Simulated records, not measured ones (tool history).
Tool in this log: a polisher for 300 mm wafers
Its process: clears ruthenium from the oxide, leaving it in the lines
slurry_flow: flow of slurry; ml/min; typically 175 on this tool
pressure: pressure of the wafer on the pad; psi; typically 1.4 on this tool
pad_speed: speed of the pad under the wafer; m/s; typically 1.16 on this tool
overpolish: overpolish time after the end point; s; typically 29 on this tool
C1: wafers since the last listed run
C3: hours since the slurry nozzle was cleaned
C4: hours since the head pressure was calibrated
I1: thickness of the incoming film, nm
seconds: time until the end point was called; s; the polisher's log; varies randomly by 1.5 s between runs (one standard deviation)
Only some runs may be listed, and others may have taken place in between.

run 1 hour=0.0 | slurry_flow=175 pressure=1.4 pad_speed=1.16 overpolish=29 | C1=0 wafers_polished_on_this_pad=733 C3=84.5 C4=701.9 | I1=98.7 | seconds=121.4
run 2 hour=77.2 | slurry_flow=175 pressure=1.4 pad_speed=1.16 overpolish=29 | C1=473 wafers_polished_on_this_pad=1206 C3=161.7 C4=779.1 | I1=101.1 | seconds=124.9
-- hour=120.3 worn pad replaced by a new one
run 3 hour=135.8 | slurry_flow=175 pressure=1.4 pad_speed=1.16 overpolish=29 | C1=334 wafers_polished_on_this_pad=95 C3=220.3 C4=837.7 | I1=99.9 | seconds=111.4
-- hour=190.6 slurry nozzle cleaned
run 4 hour=195.1 | slurry_flow=175 pressure=1.4 pad_speed=1.16 overpolish=29 | C1=357 wafers_polished_on_this_pad=452 C3=4.5 C4=897.0 | I1=98.4 | seconds=113.6
run 5 hour=268.9 | slurry_flow=175 pressure=1.4 pad_speed=1.30 overpolish=29 | C1=452 wafers_polished_on_this_pad=905 C3=78.3 C4=970.8 | I1=100.6 | seconds=111.1
run 6 hour=326.8 | slurry_flow=175 pressure=1.4 pad_speed=1.16 overpolish=29 | C1=355 wafers_polished_on_this_pad=1260 C3=136.2 C4=1028.7 | I1=99.0 | seconds=122.5
-- hour=371.5 worn pad replaced by a new one
run 7 hour=397.7 | slurry_flow=175 pressure=1.4 pad_speed=1.16 overpolish=29 | C1=410 wafers_polished_on_this_pad=160 C3=207.1 C4=1099.6 | I1=100.3 | seconds=110.0
-- hour=452.8 slurry nozzle cleaned
-- hour=468.9 head pressure recalibrated
run 8 hour=496.9 | slurry_flow=175 pressure=1.4 pad_speed=1.16 overpolish=29 | C1=590 wafers_polished_on_this_pad=750 C3=44.1 C4=28.0 | I1=100.4 | seconds=123.9
run 9 hour=582.0 | slurry_flow=175 pressure=1.4 pad_speed=1.16 overpolish=29 | C1=522 wafers_polished_on_this_pad=1272 C3=129.2 C4=113.1 | I1=101.6 | seconds=130.5
-- hour=634.6 worn pad replaced by a new one
run 10 hour=683.6 | slurry_flow=160 pressure=1.2 pad_speed=0.90 overpolish=19 | C1=598 wafers_polished_on_this_pad=300 C3=230.8 C4=214.7 | I1=99.2 | seconds=161.1
run 11 hour=730.5 | slurry_flow=175 pressure=1.4 pad_speed=1.16 overpolish=12 | C1=287 wafers_polished_on_this_pad=588 C3=277.7 C4=261.6 | I1=101.0 | seconds=122.4
-- hour=733.0 slurry nozzle cleaned
run 12 hour=777.7 | slurry_flow=175 pressure=1.4 pad_speed=1.16 overpolish=29 | C1=283 wafers_polished_on_this_pad=871 C3=44.7 C4=308.8 | I1=100.4 | seconds=126.2
-- hour=880.3 worn pad replaced by a new one
run 13 hour=884.6 | slurry_flow=125 pressure=1.4 pad_speed=1.46 overpolish=35 | C1=631 wafers_polished_on_this_pad=26 C3=151.6 C4=415.7 | I1=99.6 | seconds=101.4
run 14 hour=951.0 | slurry_flow=175 pressure=1.4 pad_speed=1.16 overpolish=29 | C1=407 wafers_polished_on_this_pad=433 C3=218.0 C4=482.1 | I1=100.9 | seconds=120.0
-- hour=991.9 slurry nozzle cleaned
run 15 hour=1006.4 | slurry_flow=175 pressure=1.4 pad_speed=1.16 overpolish=15 | C1=333 wafers_polished_on_this_pad=767 C3=14.5 C4=537.5 | I1=100.5 | seconds=119.7
-- hour=1092.3 worn pad replaced by a new one
run 16 hour=1102.5 | slurry_flow=120 pressure=1.4 pad_speed=1.16 overpolish=17 | C1=565 wafers_polished_on_this_pad=62 C3=110.6 C4=633.6 | I1=101.2 | seconds=122.3
run 17 hour=1151.1 | slurry_flow=175 pressure=1.0 pad_speed=1.44 overpolish=29 | C1=298 wafers_polished_on_this_pad=360 C3=159.2 C4=682.2 | I1=100.9 | seconds=140.1
run 18 hour=1199.4 | slurry_flow=200 pressure=1.6 pad_speed=1.16 overpolish=24 | C1=296 wafers_polished_on_this_pad=657 C3=207.5 C4=730.5 | I1=100.8 | seconds=102.5

What if the next run were any one of these 5? Each begins from the tool's condition after run 18:
run A hour=1199.9 | slurry_flow=175 pressure=1.4 pad_speed=1.40 overpolish=29 | C1=3 wafers_polished_on_this_pad=660 C3=208.0 C4=731.0 | I1=101.7 | seconds=?
run B hour=1199.9 | slurry_flow=190 pressure=1.4 pad_speed=1.16 overpolish=29 | C1=3 wafers_polished_on_this_pad=660 C3=208.0 C4=731.0 | I1=101.7 | seconds=?
run C hour=1199.9 | slurry_flow=175 pressure=1.4 pad_speed=0.88 overpolish=29 | C1=3 wafers_polished_on_this_pad=660 C3=208.0 C4=731.0 | I1=101.7 | seconds=?
run D hour=1199.9 | slurry_flow=225 pressure=1.7 pad_speed=1.30 overpolish=41 | C1=3 wafers_polished_on_this_pad=660 C3=208.0 C4=731.0 | I1=101.7 | seconds=?
run E hour=1199.9 | slurry_flow=175 pressure=1.8 pad_speed=1.16 overpolish=39 | C1=3 wafers_polished_on_this_pad=660 C3=208.0 C4=731.0 | I1=101.7 | seconds=?

run=A seconds=105.9
run=B seconds=118.7
run=C seconds=141.9
run=D seconds=88.9
run=E seconds=93.3
The same runs, with their run-to-run variation unchanged, on a tool lacking any hidden condition would have given:
run=A seconds=103.6
run=B seconds=116.1
run=C seconds=138.9
run=D seconds=87.0
run=E seconds=91.3
